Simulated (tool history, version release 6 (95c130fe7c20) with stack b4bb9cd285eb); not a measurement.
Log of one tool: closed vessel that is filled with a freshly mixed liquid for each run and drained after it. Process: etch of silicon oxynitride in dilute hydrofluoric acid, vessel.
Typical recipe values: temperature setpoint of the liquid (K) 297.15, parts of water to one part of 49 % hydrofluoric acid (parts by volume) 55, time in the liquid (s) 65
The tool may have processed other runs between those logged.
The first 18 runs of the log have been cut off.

| run | day | temperature setpoint of the liquid (K) | parts of water to one part of 49 % hydrofluoric acid (parts by volume) | time in the liquid (s) | wafers since the last listed run | hours since the thermometer was replaced | hours since the hydrofluoric acid flow meter was replaced | hours since the gauge calibration | read-back film thickness of the silicon oxynitride reference wafer, read on the same gauge (nm) | thickness taken off the silicon oxynitride on a monitor wafer (angstrom) |
|---|---|---|---|---|---|---|---|---|---|---|
|  | 42.704 | gauge calibrated |
| 19 | 43.725 | 297.15 | 75 | 95 | 8215 | 651.4 | 539.9 | 24.5 | 100.011 | 44.16 |
| 20 | 45.338 | 297.15 | 55 | 65 | 5014 | 690.1 | 578.6 | 63.2 | 99.979 | 42.14 |
|  | 47.029 | thermometer replaced |
| 21 | 47.658 | 301.15 | 65 | 40 | 7088 | 15.1 | 634.3 | 118.9 | 99.992 | 26.73 |
| 22 | 49.158 | 297.15 | 55 | 65 | 4665 | 51.1 | 670.3 | 154.9 | 99.981 | 42.12 |
| 23 | 50.217 | 298.65 | 45 | 65 | 3291 | 76.5 | 695.7 | 180.3 | 99.992 | 57.02 |
| 24 | 51.854 | 298.65 | 70 | 30 | 5092 | 115.8 | 735 | 219.6 | 100.012 | 16.73 |
| 25 | 53.712 | 301.15 | 55 | 65 | 5779 | 160.4 | 779.6 | 264.2 | 100.019 | 52.37 |
| 26 | 55.267 | 297.15 | 70 | 65 | 4833 | 197.7 | 816.9 | 301.5 | 100.063 | 33 |
| 27 | 56.283 | 297.15 | 55 | 65 | 3161 | 222.1 | 841.3 | 325.9 | 100.009 | 42.92 |
| 28 | 57.775 | 298.65 | 80 | 85 | 4639 | 257.9 | 877.1 | 361.7 | 99.989 | 41.07 |
| 29 | 59.921 | 295.65 | 55 | 65 | 6673 | 309.4 | 928.6 | 413.2 | 99.986 | 40.13 |
| 30 | 61.85 | 301.15 | 75 | 65 | 5999 | 355.7 | 974.9 | 459.5 | 100.045 | 37.78 |
| 31 | 62.971 | 294.15 | 45 | 85 | 3485 | 382.6 | 1001.8 | 486.4 | 99.979 | 60.24 |

What if the next run were any one of these 3? Each begins from the tool's condition after run 31:
| A | 63 | 297.15 | 40 | 65 | 90 | 383.3 | 1002.5 | 487.1 | ? | ? |
| B | 63 | 301.65 | 55 | 65 | 90 | 383.3 | 1002.5 | 487.1 | ? | ? |
| C | 63 | 300.65 | 80 | 30 | 90 | 383.3 | 1002.5 | 487.1 | ? | ? |

| run | read-back film thickness of the silicon oxynitride reference wafer, read on the same gauge (nm) | thickness taken off the silicon oxynitride on a monitor wafer (angstrom) |
|---|---|---|
| A | 99.977 | 59.73 |
| B | 99.977 | 53.29 |
| C | 99.977 | 15.77 |
With no hidden state in the tool, these same runs would have given:
| run | thickness taken off the silicon oxynitride on a monitor wafer (angstrom) |
|---|---|
| A | 56.36 |
| B | 50.21 |
| C | 14.84 |

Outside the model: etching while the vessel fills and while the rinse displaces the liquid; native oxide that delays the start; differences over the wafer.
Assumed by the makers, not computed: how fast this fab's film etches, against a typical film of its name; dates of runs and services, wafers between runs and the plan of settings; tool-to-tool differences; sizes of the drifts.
